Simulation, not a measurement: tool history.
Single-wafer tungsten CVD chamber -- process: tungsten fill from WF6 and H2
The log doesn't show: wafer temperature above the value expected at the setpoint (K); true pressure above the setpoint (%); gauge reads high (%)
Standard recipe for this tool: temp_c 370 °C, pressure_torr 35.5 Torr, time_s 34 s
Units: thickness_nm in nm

run,hour,temp_c,pressure_torr,time_s,wafers since the last listed run,hours since the last thermocouple change,hours since the last manometer calibration,hours since the showerhead was replaced,hours since the gauge calibration,"read-back reference wafer on the same gauge, thickness_nm",thickness_nm
1,0,370,35.5,34,0,1725,718.2,3064.5,1320.9,45.02,51.875
2,43.5,370,35.5,34,1221,1768.5,761.7,3108,1364.4,45.006,52.126
3,129.5,370,35.5,34,2415,1854.5,847.7,3194,1450.4,45.035,52.228
4,232.9,370,35.5,34,2903,1957.9,951.1,3297.4,1553.8,44.972,51.759
5,337.3,370,35.5,34,2931,2062.3,1055.5,3401.8,1658.2,45.051,51.834
6,436.2,370,35.5,31,2777,2161.2,1154.4,3500.7,1757.1,45.018,47.081
7,529.2,370,35.5,31,2611,2254.2,1247.4,3593.7,1850.1,45.063,46.866
8,591.4,370,35.5,31,1746,2316.4,1309.6,3655.9,1912.3,44.968,47.235
9,647.7,370,40.5,36.5,1581,2372.7,1365.9,3712.2,1968.6,45.022,59.79
10,711.7,370,40.5,36.5,1797,2436.7,1429.9,3776.2,2032.6,44.985,59.867
11,761.4,370,32.5,34,1395,2486.4,1479.6,3825.9,2082.3,44.994,49.05
# hour 807.5: thermocouple changed; heater temperature recalibrated
12,851.6,370,32.5,34,2308,44.1,1569.8,3916.1,2172.5,45.013,48.999
13,913.2,370,35.5,34,1729,105.7,1631.4,3977.7,2234.1,45.031,51.12
# hour 1113: showerhead replaced
# hour 1119.5: gauge calibrated
14,1211.9,380,28.6,29.9,8163,404.4,1930.1,98.9,92.4,44.968,50.399
15,1260.9,370,27.7,28.7,1376,453.4,1979.1,147.9,141.4,45.093,37.068
16,1337.1,370,35.5,34,2139,529.6,2055.3,224.1,217.6,45.014,50.632
17,1385.4,370,39.6,39.9,1356,577.9,2103.6,272.4,265.9,45.01,63.385
18,1467.8,370,35.5,34,2314,660.3,2186,354.8,348.3,44.974,50.597
# hour 1522.5: capacitance manometer re-zeroed and calibrated
19,1566.2,365,30.3,28.5,2538,758.7,43.7,453.2,446.7,44.984,35.636
20,1673.8,362,44,29.3,3021,866.3,151.3,560.8,554.3,44.995,41.334
21,1738.5,370,39.6,34,1816,931,216,625.5,619,44.951,55.197
22,1803.9,381,35.5,38.3,1836,996.4,281.4,690.9,684.4,44.966,75.72
23,1871.5,381,30.3,37,1898,1064,349,758.5,752,45.006,67.619
24,1957.2,370,29.8,34,2406,1149.7,434.7,844.2,837.7,44.961,47.49

Hidden state or all else? Some run-to-run changes of thickness_nm, split into what the settings, what came in and random variation would give without the hidden state, and what is left for the hidden state (with any gauge scatter that isn't in both results):
Run 13 -> 14: temp_c 370 -> 380, pressure_torr 35.5 -> 28.6, time_s 34 -> 29.9, showerhead replaced, gauge calibrated. thickness_nm -0.721 nm: hidden state -0.403, all else -0.318.
Run 18 -> 19: temp_c 370 -> 365, pressure_torr 35.5 -> 30.3, time_s 34 -> 28.5, capacitance manometer re-zeroed and calibrated. thickness_nm -14.961 nm: hidden state +1.492, all else -16.453.
Run 21 -> 22: temp_c 370 -> 381, pressure_torr 39.6 -> 35.5, time_s 34 -> 38.3. thickness_nm +20.523 nm: hidden state +0.056, all else +20.467.
Run 23 -> 24: temp_c 381 -> 370, pressure_torr 30.3 -> 29.8, time_s 37 -> 34. thickness_nm -20.129 nm: hidden state -0.082, all else -20.047.
